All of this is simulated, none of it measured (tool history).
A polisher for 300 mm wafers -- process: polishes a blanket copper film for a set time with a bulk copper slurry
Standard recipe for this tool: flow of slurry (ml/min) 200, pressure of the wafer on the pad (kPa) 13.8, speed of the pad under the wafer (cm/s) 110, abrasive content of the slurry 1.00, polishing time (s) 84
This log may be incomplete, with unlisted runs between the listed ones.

run    hour  flow of slurry (ml/min)  pressure of the wafer on the pad (kPa)  speed of the pad under the wafer (cm/s)  abrasive content of the slurry  polishing time (s)  wafers since the last listed run  wafers polished on this pad  hours since the slurry nozzle was cleaned  hours since the head pressure was calibrated  hours since the slurry blender was calibrated  incoming thickness of the incoming film, nm  film removed (nm)
  1     0.0                      200                                    13.8                                      110                            1.00                  73                                 0                          170                                      490.2                                         607.7                                          459.7                                       2269.7              396.0
  2   101.6                      200                                    13.8                                      110                            1.00                  84                               704                          874                                      591.8                                         709.3                                          561.3                                       2324.2              425.9
      105.6  -- slurry blender recalibrated
      133.4  -- slurry nozzle cleaned
  3   188.8                      160                                    13.8                                      110                            1.00                  65                               584                         1459                                       55.4                                         796.5                                           83.2                                       2316.3              310.9
      267.5  -- head pressure recalibrated
  4   300.2                      200                                    13.8                                      126                            1.00                  84                               758                         2218                                      166.8                                          32.7                                          194.6                                       2320.1              529.0
  5   386.8                      200                                    13.8                                      126                            1.00                  84                               600                         2818                                      253.4                                         119.3                                          281.2                                       2297.9              533.9
  6   486.4                      200                                    13.8                                      110                            1.00                  84                               691                         3509                                      353.0                                         218.9                                          380.8                                       2325.5              461.9
  7   589.1                      200                                    13.8                                      110                            1.00                  84                               712                         4222                                      455.7                                         321.6                                          483.5                                       2309.6              475.3
      603.0  -- worn pad replaced by a new one
      635.5  -- slurry blender recalibrated
  8   645.4                      200                                    13.8                                      110                            1.00                  84                               348                          280                                      512.0                                         377.9                                            9.9                                       2314.8              461.8
  9   714.8                      200                                    13.8                                      110                            1.00                  84                               481                          761                                      581.4                                         447.3                                           79.3                                       2275.6              459.8
 10   750.9                      265                                    11.7                                      142                            1.00                  84                               250                         1012                                      617.5                                         483.4                                          115.4                                       2299.2              497.7
      782.5  -- slurry nozzle cleaned
 11   817.6                      200                                    13.8                                      110                            1.00                  84                               455                         1467                                       35.1                                         550.1                                          182.1                                       2332.5              448.6
 12   896.5                      145                                    15.2                                       82                            1.00                  84                               547                         2015                                      114.0                                         629.0                                          261.0                                       2349.8              367.6
 13   956.5                      200                                    13.8                                      130                            1.00                  84                               416                         2431                                      174.0                                         689.0                                          321.0                                       2327.2              493.2
 14  1021.5                      200                                    11.0                                      110                            1.00                  84                               450                         2882                                      239.0                                         754.0                                          386.0                                       2321.9              335.7
     1106.0  -- head pressure recalibrated
 15  1111.8                      135                                    13.8                                      122                            1.10                  84                               612                         3495                                      329.3                                           5.8                                          476.3                                       2318.2              498.1
 16  1148.6                      200                                    15.9                                      110                            1.25                  84                               255                         3750                                      366.1                                          42.6                                          513.1                                       2335.1              563.1
     1180.3  -- slurry blender recalibrated
 17  1221.0                      200                                    13.8                                       88                            1.15                  68                               488                         4238                                      438.5                                         115.0                                           40.7                                       2319.7              324.3
     1253.3  -- worn pad replaced by a new one
     1394.5  -- slurry nozzle cleaned
 18  1415.1                      200                                    11.0                                      110                            1.00                  84                              1311                         1115                                       20.6                                         309.1                                          234.8                                       2359.6              370.7
 19  1475.6                      200                                    13.8                                      110                            1.00                 104                               419                         1535                                       81.1                                         369.6                                          295.3                                       2326.6              558.0
 20  1522.8                      200                                    13.8                                      110                            1.00                  84                               327                         1863                                      128.3                                         416.8                                          342.5                                       2323.8              443.9
 21  1573.3                      180                                    10.3                                      110                            0.80                  92                               350                         2213                                      178.8                                         467.3                                          393.0                                       2322.4              352.9
 22  1632.3                      200                                    13.8                                      128                            1.15                  84                               409                         2622                                      237.8                                         526.3                                          452.0                                       2336.3              509.6
 23  1707.0                      200                                    13.8                                      110                            1.25                  84                               518                         3140                                      312.5                                         601.0                                          526.7                                       2350.4              453.9
     1709.7  -- slurry blender recalibrated
     1785.2  -- head pressure recalibrated
 24  1810.8                      175                                    13.8                                      110                            0.80                  84                               692                         3833                                      416.3                                          25.6                                          101.1                                       2322.7              455.5
     1895.6  -- worn pad replaced by a new one
 25  1898.6                      200                                    13.8                                      110                            1.00                  64                               581                           20                                      504.1                                         113.4                                          188.9                                       2306.2              356.3
     1936.0  -- slurry nozzle cleaned
 26  1991.8                      200                                    13.8                                      130                            1.00                  84                               639                          660                                       55.8                                         206.6                                          282.1                                       2320.1              530.5
 27  2059.3                      200                                    13.8                                      110                            1.00                  84                               468                         1128                                      123.3                                         274.1                                          349.6                                       2331.7              465.9
 28  2099.2                      200                                    13.8                                      110                            1.00                  84                               276                         1405                                      163.2                                         314.0                                          389.5                                       2327.3              475.3
     2293.9  -- slurry blender recalibrated
 29  2371.2                      200                                    13.8                                      110                            1.00                  84                              1873                         3278                                      435.2                                         586.0                                           77.3                                       2296.3              447.4

Branching from run 29: 5 alternative next runs. What would each branch give?
  A  2371.6                      200                                    10.3                                      110                            1.00                  84                                 2                         3281                                      435.6                                         586.4                                           77.7                                       2274.1                  ?
  B  2371.6                      200                                    13.8                                      134                            0.90                  84                                 2                         3281                                      435.6                                         586.4                                           77.7                                       2274.1                  ?
  C  2371.6                      200                                    13.8                                      110                            1.20                  84                                 2                         3281                                      435.6                                         586.4                                           77.7                                       2274.1                  ?
  D  2371.6                      200                                    13.8                                      110                            1.10                  84                                 2                         3281                                      435.6                                         586.4                                           77.7                                       2274.1                  ?
  E  2371.6                      200                                    10.3                                      110                            1.00                  66                                 2                         3281                                      435.6                                         586.4                                           77.7                                       2274.1                  ?

run  film removed (nm)
  A              337.6
  B              517.3
  C              468.1
  D              459.4
  E              265.3
With no hidden state in the tool, these same runs would have given:
run  film removed (nm)
  A              363.2
  B              556.5
  C              503.5
  D              494.2
  E              285.3
